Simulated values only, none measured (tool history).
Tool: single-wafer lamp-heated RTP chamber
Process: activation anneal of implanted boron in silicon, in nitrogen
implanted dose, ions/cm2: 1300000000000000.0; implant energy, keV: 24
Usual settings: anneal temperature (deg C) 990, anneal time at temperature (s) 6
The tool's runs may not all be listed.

| run | hour | anneal temperature (deg C) | anneal time at temperature (s) | read-back reference wafer on the same gauge, sheet resistance | sheet resistance of the implanted and annealed layer (ohm/square) |
|---|---|---|---|---|---|
| 1 | 0 | 990 | 6 | 133.91 | 114.59 |
| 2 | 58.1 | 1003 | 3 | 134.18 | 108.69 |
|  | 69.7 | pyrometer window cleaned and pyrometer calibrated |
| 3 | 108.9 | 1003 | 3 | 134.15 | 108.31 |
| 4 | 138.9 | 1003 | 3 | 134.02 | 108.61 |
| 5 | 198.7 | 981 | 5 | 133.96 | 123.22 |
| 6 | 268.6 | 981 | 5 | 134.03 | 122.32 |
|  | 306.4 | reflector plate cleaned |
| 7 | 306.9 | 981 | 5 | 134.15 | 121.21 |
|  | 322.7 | pyrometer window cleaned and pyrometer calibrated |
| 8 | 330.9 | 990 | 6 | 134.1 | 113.98 |
| 9 | 392.6 | 990 | 6 | 134.28 | 113.58 |
| 10 | 423.1 | 990 | 6 | 134.05 | 113.11 |
| 11 | 447.5 | 990 | 6 | 133.97 | 113.58 |
|  | 519.1 | gauge calibrated |
|  | 562.9 | pyrometer window cleaned and pyrometer calibrated |
| 12 | 632.5 | 974 | 4 | 133.91 | 131.73 |
|  | 694.7 | reflector plate cleaned |
| 13 | 695.2 | 990 | 6 | 134.02 | 113.43 |
| 14 | 758.9 | 990 | 6 | 133.96 | 114.77 |
|  | 792.6 | pyrometer window cleaned and pyrometer calibrated |
| 15 | 824.8 | 1019 | 10 | 133.88 | 101.67 |
| 16 | 895 | 966 | 8 | 134.04 | 137.32 |
| 17 | 965.7 | 960 | 9 | 133.87 | 144.5 |
| 18 | 1004 | 1013 | 5 | 133.99 | 103.37 |
|  | 1026.6 | pyrometer window cleaned and pyrometer calibrated |
| 19 | 1049 | 990 | 3 | 134 | 116.19 |
| 20 | 1082.2 | 980 | 8 | 134.15 | 120.72 |
|  | 1139.9 | reflector plate cleaned |
| 21 | 1141.9 | 990 | 6 | 133.82 | 113.15 |
| 22 | 1183.6 | 1016 | 3 | 134.01 | 104.72 |
| 23 | 1230.4 | 976 | 5 | 133.87 | 126.89 |

4 ways to go on from here, each from the tool as it stands after run 23. What would each give?
| A | 1230.8 | 978 | 6 | ? | ? |
| B | 1230.8 | 1017 | 3 | ? | ? |
| C | 1230.8 | 1013 | 4 | ? | ? |
| D | 1230.8 | 963 | 4 | ? | ? |

| run | read-back reference wafer on the same gauge, sheet resistance | sheet resistance of the implanted and annealed layer (ohm/square) |
|---|---|---|
| A | 133.87 | 124.59 |
| B | 133.87 | 104.27 |
| C | 133.87 | 104.86 |
| D | 133.87 | 146.9 |
Without the tool's hidden state the same runs would have given:
| run | sheet resistance of the implanted and annealed layer (ohm/square) |
|---|---|
| A | 124.59 |
| B | 104.27 |
| C | 104.86 |
| D | 146.9 |
